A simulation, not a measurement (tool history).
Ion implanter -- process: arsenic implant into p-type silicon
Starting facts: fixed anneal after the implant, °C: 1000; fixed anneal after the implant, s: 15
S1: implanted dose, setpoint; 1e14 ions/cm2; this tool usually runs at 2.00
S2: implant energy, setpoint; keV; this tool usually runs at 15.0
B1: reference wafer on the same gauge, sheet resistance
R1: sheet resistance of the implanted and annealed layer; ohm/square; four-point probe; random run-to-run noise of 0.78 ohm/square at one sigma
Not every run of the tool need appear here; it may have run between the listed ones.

| run | day | S1 | S2 | B1 | R1 |
|---|---|---|---|---|---|
| 1 | 0.000 | 1.74 | 12.0 | 386.77 | 513.24 |
| 2 | 0.596 | 2.00 | 18.0 | 387.06 | 439.26 |
| 3 | 0.967 | 2.00 | 18.0 | 387.10 | 437.13 |
| 4 | 1.333 | 2.00 | 12.5 | 387.09 | 461.25 |
| 5 | 2.083 | 2.00 | 12.5 | 387.08 | 460.15 |
| 6 | 2.529 | 2.00 | 15.0 | 387.16 | 451.39 |
| 7 | 3.183 | 2.00 | 15.0 | 386.71 | 449.69 |
| 8 | 3.488 | 2.26 | 15.0 | 387.17 | 410.33 |
| 9 | 4.150 | 2.26 | 15.0 | 386.94 | 411.12 |
| 10 | 4.642 | 2.00 | 15.0 | 386.78 | 449.97 |
| 11 | 5.083 | 2.00 | 15.0 | 386.99 | 448.93 |
| 12 | 5.667 | 2.45 | 15.0 | 387.02 | 385.78 |
| 13 | 6.150 | 2.45 | 15.0 | 387.00 | 385.63 |
| 14 | 6.800 | 2.45 | 15.0 | 387.08 | 386.40 |
| 15 | 6.812 | 1.78 | 15.0 | 386.88 | 488.77 |
| 16 | 7.242 | 1.78 | 15.0 | 386.76 | 492.01 |
| 17 | 7.667 | 2.00 | 15.0 | 386.88 | 449.77 |
| 18 | 8.058 | 1.50 | 15.0 | 387.17 | 556.54 |
| 19 | 8.517 | 1.54 | 20.0 | 387.13 | 524.03 |
| 20 | 8.921 | 2.15 | 19.0 | 387.00 | 413.87 |
| 21 | 9.175 | 2.00 | 13.0 | 387.04 | 458.42 |
| 22 | 9.675 | 1.85 | 10.5 | 386.92 | 499.07 |
| 23 | 11.533 | 2.00 | 15.0 | 387.06 | 432.74 |
| 24 | 12.921 | 2.40 | 19.0 | 386.97 | 367.11 |
| 25 | 13.412 | 2.44 | 10.5 | 387.17 | 390.06 |
| 26 | 13.842 | 1.78 | 15.0 | 387.16 | 473.60 |
| 27 | 14.238 | 2.37 | 19.0 | 387.11 | 372.40 |
| 28 | 14.683 | 2.41 | 15.0 | 387.14 | 379.26 |
| 29 | 15.071 | 2.00 | 12.5 | 387.12 | 446.71 |
| 30 | 15.546 | 2.00 | 18.5 | 387.05 | 422.81 |
| 31 | 16.058 | 2.00 | 15.0 | 386.96 | 437.29 |
| 32 | 16.367 | 2.46 | 19.5 | 387.04 | 361.26 |

Put back what was entered between runs (4 entries, withheld): which listed runs does each sit between, and how does the hidden state differ from the listed run before to the listed run after?
In the gap between runs 13 and 14: extraction supply calibrated (day 6.779)
  deviation of the true dose from the Faraday cup's reading, %: -5.22 -> -5.23
  measured less the result without the state, R1: +15.29 -> +15.35 ohm/square
In the gap between runs 16 and 17: gauge calibrated (day 7.654)
  deviation of the true dose from the Faraday cup's reading, %: -5.24 -> -5.25
  measured less the result without the state, R1: +19.39 -> +17.83 ohm/square
In the gap between runs 22 and 23: Faraday cup replaced and dose calibrated (day 11.138)
  deviation of the true dose from the Faraday cup's reading, %: -5.28 -> -0.381
  measured less the result without the state, R1: +20.12 -> +1.24 ohm/square
In the gap between runs 31 and 32: gauge calibrated (day 16.096)
  deviation of the true dose from the Faraday cup's reading, %: -1.3 -> -1.35
  measured less the result without the state, R1: +4.27 -> +3.66 ohm/square
